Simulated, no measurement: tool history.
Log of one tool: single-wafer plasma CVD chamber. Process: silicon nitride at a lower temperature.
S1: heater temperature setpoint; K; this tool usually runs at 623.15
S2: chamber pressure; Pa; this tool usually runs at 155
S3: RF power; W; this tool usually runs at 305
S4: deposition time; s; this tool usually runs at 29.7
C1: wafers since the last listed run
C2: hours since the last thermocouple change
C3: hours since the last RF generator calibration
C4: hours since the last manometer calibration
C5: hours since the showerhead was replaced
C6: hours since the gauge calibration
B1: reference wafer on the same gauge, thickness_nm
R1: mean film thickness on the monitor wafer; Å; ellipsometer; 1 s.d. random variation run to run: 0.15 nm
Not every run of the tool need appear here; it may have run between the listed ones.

run,hour,S1,S2,S3,S4,C1,C2,C3,C4,C5,C6,B1,R1
1,0.0,623.15,155,305,29.7,0,2717.9,1625.1,1286.7,4325.2,154.2,26.701,301.56
2,67.7,623.15,155,305,29.7,1619,2785.6,1692.8,1354.4,4392.9,221.9,26.717,306.80
3,93.2,623.15,155,305,29.7,609,2811.1,1718.3,1379.9,4418.4,247.4,26.690,301.54
4,149.1,623.15,155,305,32.5,1337,2867.0,1774.2,1435.8,4474.3,303.3,26.702,331.54
5,195.9,623.15,155,305,29.7,1119,2913.8,1821.0,1482.6,4521.1,350.1,26.707,301.46
6,237.0,611.15,155,305,29.7,983,2954.9,1862.1,1523.7,4562.2,391.2,26.696,304.02
7,286.0,611.15,155,305,29.7,1172,3003.9,1911.1,1572.7,4611.2,440.2,26.690,301.75
8,343.0,623.15,155,305,29.7,1363,3060.9,1968.1,1629.7,4668.2,497.2,26.667,301.75
9,370.6,623.15,155,305,29.7,660,3088.5,1995.7,1657.3,4695.8,524.8,26.718,300.43
10,438.8,623.15,155,305,29.7,1631,3156.7,2063.9,1725.5,4764.0,593.0,26.683,298.59
11,472.5,623.15,155,305,29.7,806,3190.4,2097.6,1759.2,4797.7,626.7,26.710,301.15
# hour 501.7: gauge calibrated
# hour 502.7: thermocouple changed; heater temperature recalibrated
12,503.1,623.15,155,305,29.7,540,0.4,2128.2,1789.8,4828.3,1.4,26.729,300.63
13,553.0,632.15,124,260,24.3,1193,50.3,2178.1,1839.7,4878.2,51.3,26.705,206.22
# hour 567.8: showerhead replaced
14,596.4,623.15,155,305,25.8,846,93.7,2221.5,1883.1,28.6,94.7,26.679,260.25
15,648.9,623.15,155,355,29.7,1255,146.2,2274.0,1935.6,81.1,147.2,26.699,337.30
# hour 665.3: RF generator calibrated
16,719.8,613.15,180,260,31.6,1504,217.1,54.5,2006.5,152.0,218.1,26.701,307.81
17,761.2,636.15,165,305,29.7,990,258.5,95.9,2047.9,193.4,259.5,26.694,320.77
# hour 769.7: capacitance manometer re-zeroed and calibrated
18,789.6,630.15,181,255,33.1,487,286.9,124.3,19.9,221.8,287.9,26.703,319.37
19,819.3,623.15,155,305,29.7,710,316.6,154.0,49.6,251.5,317.6,26.704,317.29

Expected results for the next run?
20,883.8,612.15,171,265,29.7,1542,381.1,218.5,114.1,316.0,382.1,?,?

Logged for run 20: B1 26.710, R1 292.70 Å.
Had the tool carried no hidden state, the very same run would have given R1 295.63 Å.
